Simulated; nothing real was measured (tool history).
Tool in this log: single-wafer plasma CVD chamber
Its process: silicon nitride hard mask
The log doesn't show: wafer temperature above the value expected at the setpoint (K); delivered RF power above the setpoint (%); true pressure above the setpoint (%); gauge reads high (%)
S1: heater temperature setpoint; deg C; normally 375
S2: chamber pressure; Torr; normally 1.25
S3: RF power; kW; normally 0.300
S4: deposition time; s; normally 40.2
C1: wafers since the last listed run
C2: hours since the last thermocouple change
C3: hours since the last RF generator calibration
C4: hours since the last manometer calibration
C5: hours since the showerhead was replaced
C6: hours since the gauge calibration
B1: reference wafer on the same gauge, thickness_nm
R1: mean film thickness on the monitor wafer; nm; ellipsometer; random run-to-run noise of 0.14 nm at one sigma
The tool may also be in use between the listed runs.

run	hour	S1	S2	S3	S4	C1	C2	C3	C4	C5	C6	B1	R1
1	0.0	375	1.25	0.260	40.2	0	546.2	1342.8	1023.8	2772.7	63.9	41.688	35.979
2	67.4	375	1.25	0.280	40.2	1040	613.6	1410.2	1091.2	2840.1	131.3	41.708	37.320
3	145.1	375	1.25	0.300	40.2	1199	691.3	1487.9	1168.9	2917.8	209.0	41.714	38.371
4	189.8	375	1.25	0.300	40.2	689	736.0	1532.6	1213.6	2962.5	253.7	41.673	38.378
5	227.5	375	1.25	0.300	40.2	581	773.7	1570.3	1251.3	3000.2	291.4	41.704	38.594
6	327.5	375	1.25	0.300	40.2	1543	873.7	1670.3	1351.3	3100.2	391.4	41.674	38.315
7	408.8	375	1.25	0.300	40.2	1254	955.0	1751.6	1432.6	3181.5	472.7	41.686	37.997
# hour 448.0: RF generator calibrated
8	467.0	375	1.25	0.300	40.2	774	1013.2	19.0	1490.8	3239.7	530.9	41.723	39.777
9	512.1	375	1.25	0.300	40.2	696	1058.3	64.1	1535.9	3284.8	576.0	41.691	39.684
# hour 583.2: thermocouple changed; heater temperature recalibrated
10	612.8	379	1.25	0.335	48.1	1430	29.6	164.8	1636.6	3385.5	676.7	41.713	49.644
# hour 645.1: capacitance manometer re-zeroed and calibrated
11	664.9	375	1.25	0.300	40.2	680	81.7	216.9	19.8	3437.6	728.8	41.704	41.252
# hour 703.2: gauge calibrated
# hour 735.1: showerhead replaced
12	752.1	375	1.25	0.250	45.9	1222	168.9	304.1	107.0	17.0	48.9	41.665	42.200
13	789.1	375	1.25	0.300	45.3	571	205.9	341.1	144.0	54.0	85.9	41.728	46.242
14	860.9	361	1.25	0.260	36.8	1108	277.7	412.9	215.8	125.8	157.7	41.678	34.530
15	956.5	375	1.25	0.300	40.2	1475	373.3	508.5	311.4	221.4	253.3	41.687	40.304
16	1019.9	375	1.25	0.300	40.2	978	436.7	571.9	374.8	284.8	316.7	41.718	40.468
17	1109.4	375	1.38	0.270	40.2	1381	526.2	661.4	464.3	374.3	406.2	41.702	39.831
18	1174.5	388	1.37	0.300	40.2	1004	591.3	726.5	529.4	439.4	471.3	41.718	41.542

Had the tool no unlogged condition, and each run kept its random variation, what would the results have been?
run	R1
1	39.062
2	40.580
3	41.806
4	41.883
5	42.176
6	42.022
7	41.793
8	41.926
9	42.025
10	53.060
11	41.909
12	43.202
13	47.419
14	35.624
15	41.782
16	42.107
17	41.687
18	43.566

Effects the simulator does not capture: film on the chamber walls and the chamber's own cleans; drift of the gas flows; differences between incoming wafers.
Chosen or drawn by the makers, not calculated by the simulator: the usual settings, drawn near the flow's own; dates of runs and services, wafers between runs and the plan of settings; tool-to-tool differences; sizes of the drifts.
